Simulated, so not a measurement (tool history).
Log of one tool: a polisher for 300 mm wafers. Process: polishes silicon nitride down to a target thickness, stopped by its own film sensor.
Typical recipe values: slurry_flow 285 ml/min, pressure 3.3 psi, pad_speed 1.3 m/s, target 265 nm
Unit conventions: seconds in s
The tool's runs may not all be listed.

run	hour	slurry_flow	pressure	pad_speed	target	wafers since the last listed run	wafers polished on this pad	hours since the slurry nozzle was cleaned	hours since the head pressure was calibrated	incoming thickness of the incoming film, nm	seconds
1	0	285	2.7	1.3	265	0	317	73	407.5	431.2	82.4
2	27.6	285	2.7	1.3	265	219	536	100.6	435.1	426.7	79.5
3	52.1	285	2.7	1.3	265	194	730	125.1	459.6	436.4	87.9
4	69.2	285	3.3	1.3	265	135	866	142.2	476.7	430.4	71.1
# hour 75.2: worn pad replaced by a new one
5	103	285	3.3	1.3	265	236	220	176	510.5	435	74.3
6	137.3	230	3.3	1.3	265	272	492	210.3	544.8	432.4	74.2
# hour 151.1: slurry nozzle cleaned
7	164.5	285	3.3	1.3	265	207	700	13.4	572	428.3	70.8
# hour 169.9: worn pad replaced by a new one
8	192.7	285	3.3	1.3	265	192	180	41.6	600.2	430	72.1
# hour 211.6: head pressure recalibrated
9	217.8	285	4.3	1.3	300	183	364	66.7	6.2	430.7	47.7
10	245.6	315	4.3	1.3	224	220	584	94.5	34	428.9	71
11	279.6	285	3.3	1.3	297	269	854	128.5	68	430.7	57.4
# hour 284.1: worn pad replaced by a new one
12	297.9	285	3.3	1.56	265	113	109	146.8	86.3	428.4	61.5
# hour 372.6: worn pad replaced by a new one
13	392	285	3.3	1.1	265	715	153	240.9	180.4	432.3	84.9
14	405.6	285	3.3	1.3	265	107	261	254.5	194	431.4	73.7
# hour 414.7: slurry nozzle cleaned
15	426.3	285	3.3	1.3	265	156	418	11.6	214.7	426.3	70.3
16	453.3	285	3.3	1.3	265	214	632	38.6	241.7	439.1	74.3
# hour 463.6: worn pad replaced by a new one
17	487.3	285	3.3	1.3	228	238	188	72.6	275.7	424.7	86.3

Here are 4 independent what-if runs from the current tool condition. What would each one return?
A	487.8	285	3.3	1.3	294	3	192	73.1	276.2	431.5	?
B	487.8	350	3.3	1.3	265	3	192	73.1	276.2	431.5	?
C	487.8	200	3.3	1.76	265	3	192	73.1	276.2	431.5	?
D	487.8	380	3.3	1.3	319	3	192	73.1	276.2	431.5	?

run	seconds
A	60.3
B	71.8
C	59.8
D	48.2
What these runs would have given with no unlogged condition in the tool:
run	seconds
A	60.3
B	71.8
C	59.8
D	48.2
